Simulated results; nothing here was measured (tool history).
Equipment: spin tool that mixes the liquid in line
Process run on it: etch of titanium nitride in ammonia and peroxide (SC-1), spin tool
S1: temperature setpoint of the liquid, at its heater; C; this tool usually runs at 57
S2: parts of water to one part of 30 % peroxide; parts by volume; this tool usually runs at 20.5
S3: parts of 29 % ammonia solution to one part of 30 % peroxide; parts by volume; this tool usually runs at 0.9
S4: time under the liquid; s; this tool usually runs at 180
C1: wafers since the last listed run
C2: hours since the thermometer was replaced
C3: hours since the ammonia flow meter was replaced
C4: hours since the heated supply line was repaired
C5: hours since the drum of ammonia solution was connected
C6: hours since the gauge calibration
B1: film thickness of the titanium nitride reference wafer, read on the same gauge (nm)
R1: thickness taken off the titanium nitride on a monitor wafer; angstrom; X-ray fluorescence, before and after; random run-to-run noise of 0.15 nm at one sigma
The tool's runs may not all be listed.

run 1 hour=0 | S1=57 S2=20.5 S3=0.9 S4=180 | C1=0 C2=1256.1 C3=1592.9 C4=1475.5 C5=1201.4 C6=812.8 | B1=120 | R1=155
-- hour=27.6 new drum of ammonia solution connected
-- hour=35.4 gauge calibrated
run 2 hour=60.2 | S1=57 S2=20.5 S3=0.9 S4=180 | C1=361 C2=1316.3 C3=1653.1 C4=1535.7 C5=32.6 C6=24.8 | B1=120.01 | R1=154.4
run 3 hour=272.6 | S1=57 S2=20.5 S3=0.9 S4=180 | C1=1295 C2=1528.7 C3=1865.5 C4=1748.1 C5=245 C6=237.2 | B1=119.99 | R1=148.5
run 4 hour=304.1 | S1=57 S2=20.5 S3=0.9 S4=180 | C1=192 C2=1560.2 C3=1897 C4=1779.6 C5=276.5 C6=268.7 | B1=120.02 | R1=150.9
-- hour=342.1 ammonia flow meter replaced
-- hour=348.8 thermometer replaced
run 5 hour=362.5 | S1=57 S2=20.5 S3=0.9 S4=180 | C1=344 C2=13.7 C3=20.4 C4=1838 C5=334.9 C6=327.1 | B1=120.01 | R1=149.5
run 6 hour=396.7 | S1=57 S2=20.5 S3=0.9 S4=180 | C1=208 C2=47.9 C3=54.6 C4=1872.2 C5=369.1 C6=361.3 | B1=120.02 | R1=150.3
run 7 hour=461.3 | S1=57 S2=20.5 S3=0.9 S4=180 | C1=394 C2=112.5 C3=119.2 C4=1936.8 C5=433.7 C6=425.9 | B1=119.98 | R1=148.4
-- hour=479.1 heated supply line repaired
run 8 hour=489.6 | S1=57 S2=20.5 S3=0.9 S4=180 | C1=166 C2=140.8 C3=147.5 C4=10.5 C5=462 C6=454.2 | B1=119.97 | R1=170.5
run 9 hour=593.6 | S1=57 S2=20.5 S3=0.9 S4=180 | C1=634 C2=244.8 C3=251.5 C4=114.5 C5=566 C6=558.2 | B1=120 | R1=172.9
run 10 hour=640.2 | S1=57 S2=20.5 S3=0.9 S4=180 | C1=284 C2=291.4 C3=298.1 C4=161.1 C5=612.6 C6=604.8 | B1=120.02 | R1=171.7
run 11 hour=691.1 | S1=57 S2=20.5 S3=0.9 S4=180 | C1=310 C2=342.3 C3=349 C4=212 C5=663.5 C6=655.7 | B1=120.02 | R1=166.9
run 12 hour=715.6 | S1=53 S2=27.5 S3=1.2 S4=180 | C1=149 C2=366.8 C3=373.5 C4=236.5 C5=688 C6=680.2 | B1=120.03 | R1=116.3
run 13 hour=750.2 | S1=57 S2=24.5 S3=0.55 S4=145 | C1=211 C2=401.4 C3=408.1 C4=271.1 C5=722.6 C6=714.8 | B1=120.01 | R1=112.1
run 14 hour=777.1 | S1=57 S2=13.5 S3=1.2 S4=250 | C1=164 C2=428.3 C3=435 C4=298 C5=749.5 C6=741.7 | B1=119.98 | R1=307.1
run 15 hour=809.8 | S1=57 S2=20.5 S3=0.9 S4=180 | C1=199 C2=461 C3=467.7 C4=330.7 C5=782.2 C6=774.4 | B1=119.99 | R1=167.8
run 16 hour=860.1 | S1=57 S2=20.5 S3=0.9 S4=180 | C1=306 C2=511.3 C3=518 C4=381 C5=832.5 C6=824.7 | B1=119.99 | R1=168.5
run 17 hour=908.5 | S1=62 S2=16.5 S3=0.7 S4=135 | C1=295 C2=559.7 C3=566.4 C4=429.4 C5=880.9 C6=873.1 | B1=120 | R1=184.8
run 18 hour=956.2 | S1=57 S2=20.5 S3=0.9 S4=180 | C1=291 C2=607.4 C3=614.1 C4=477.1 C5=928.6 C6=920.8 | B1=120.02 | R1=167.3
run 19 hour=1002.5 | S1=57 S2=20.5 S3=0.9 S4=270 | C1=282 C2=653.7 C3=660.4 C4=523.4 C5=974.9 C6=967.1 | B1=119.99 | R1=249.7
-- hour=1024.6 gauge calibrated
-- hour=1060.3 new drum of ammonia solution connected
run 20 hour=1066.8 | S1=57 S2=12.5 S3=0.9 S4=180 | C1=386 C2=718 C3=724.7 C4=587.7 C5=6.5 C6=42.2 | B1=119.99 | R1=216.3
run 21 hour=1109.9 | S1=47.5 S2=20.5 S3=1.2 S4=285 | C1=262 C2=761.1 C3=767.8 C4=630.8 C5=49.6 C6=85.3 | B1=120 | R1=139.8
run 22 hour=1173.2 | S1=62 S2=27.5 S3=0.5 S4=240 | C1=386 C2=824.4 C3=831.1 C4=694.1 C5=112.9 C6=148.6 | B1=119.98 | R1=232.6
run 23 hour=1365.2 | S1=57 S2=20.5 S3=0.9 S4=180 | C1=1171 C2=1016.4 C3=1023.1 C4=886.1 C5=304.9 C6=340.6 | B1=119.99 | R1=158.8
run 24 hour=1395.3 | S1=57 S2=20.5 S3=1.2 S4=80 | C1=183 C2=1046.5 C3=1053.2 C4=916.2 C5=335 C6=370.7 | B1=119.99 | R1=75.5
run 25 hour=1425.5 | S1=57 S2=20.5 S3=0.9 S4=180 | C1=184 C2=1076.7 C3=1083.4 C4=946.4 C5=365.2 C6=400.9 | B1=120.01 | R1=163.1

Here are 3 independent what-if runs from the current tool condition. What would each one return?
run A hour=1426 | S1=57 S2=15.5 S3=0.9 S4=180 | C1=3 C2=1077.2 C3=1083.9 C4=946.9 C5=365.7 C6=401.4 | B1=? | R1=?
run B hour=1426 | S1=57 S2=24.5 S3=0.9 S4=180 | C1=3 C2=1077.2 C3=1083.9 C4=946.9 C5=365.7 C6=401.4 | B1=? | R1=?
run C hour=1426 | S1=62.5 S2=20.5 S3=0.9 S4=180 | C1=3 C2=1077.2 C3=1083.9 C4=946.9 C5=365.7 C6=401.4 | B1=? | R1=?

run=A B1=120 R1=185.8
run=B B1=120 R1=144.7
run=C B1=120 R1=229.8
With no hidden state in the tool, these same runs would have given:
run=A R1=201.4
run=B R1=156.8
run=C R1=248.3
